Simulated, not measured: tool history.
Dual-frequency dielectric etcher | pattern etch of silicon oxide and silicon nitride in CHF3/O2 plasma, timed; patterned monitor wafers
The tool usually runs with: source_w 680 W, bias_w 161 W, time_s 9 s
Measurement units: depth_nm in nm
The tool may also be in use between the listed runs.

run	hour	source_w	bias_w	time_s	read-back reference wafer on the same gauge, depth_nm	depth_nm
1	0	550	161	9	12.2	12.24
2	13.3	550	161	9	12.19	12.14
3	44.3	550	161	9	12.2	12.19
4	75	680	161	9	12.2	12.96
5	110.3	680	161	9	12.2	12.88
# hour 129.4: bias power generator calibrated
6	133.7	680	161	9	12.2	12.94
7	146	570	161	9	12.2	12.4
8	162.3	680	176	6.5	12.21	9.57
9	192.4	680	161	9	12.2	12.88
10	204.6	850	161	9	12.2	13.72
11	225.2	790	137	10.5	12.2	15.01
12	242.4	680	161	9	12.19	13.02
13	276.7	680	147	9	12.2	12.64
# hour 297.2: source power generator calibrated
# hour 303.4: wet clean of the chamber, repeated, since the last time left the tool worse
14	303.9	550	131	6.5	12.2	8.43
15	317.4	680	184	11	12.2	16.76
16	340.6	820	125	10	12.2	14.3
17	353.7	680	141	9	12.19	12.67
18	375.1	740	161	8	12.2	12.02
# hour 384.9: gauge calibrated
19	402.4	590	187	7	12.2	10.39
20	431.4	680	124	9	12.2	12.26
21	457.6	680	126	9	12.19	12.29
22	514.4	530	145	7.5	12.2	10.06
23	542.9	590	161	10.5	12.2	14.98
24	556.9	680	161	9	12.2	13.3
25	577.7	680	161	9	12.2	13.33
# hour 621.6: wet clean of the chamber
26	622.1	680	161	9	12.2	13.16
27	679.7	680	161	9	12.21	13.13
28	736	560	161	9	12.2	12.62
29	759.2	680	131	9	12.2	12.44
30	781.5	780	182	10	12.2	15.82

Each row is a separate what-if for the run after 30, all from the same tool condition, not one after another. Results?
A	781.9	680	161	9	?	?
B	781.9	820	193	7	?	?
C	781.9	680	161	11	?	?
D	781.9	680	161	6.5	?	?

run	read-back reference wafer on the same gauge, depth_nm	depth_nm
A	12.2	13.22
B	12.2	11.42
C	12.2	16.16
D	12.2	9.55
With no hidden state in the tool, these same runs would have given:
run	depth_nm
A	13.14
B	11.35
C	16.06
D	9.49
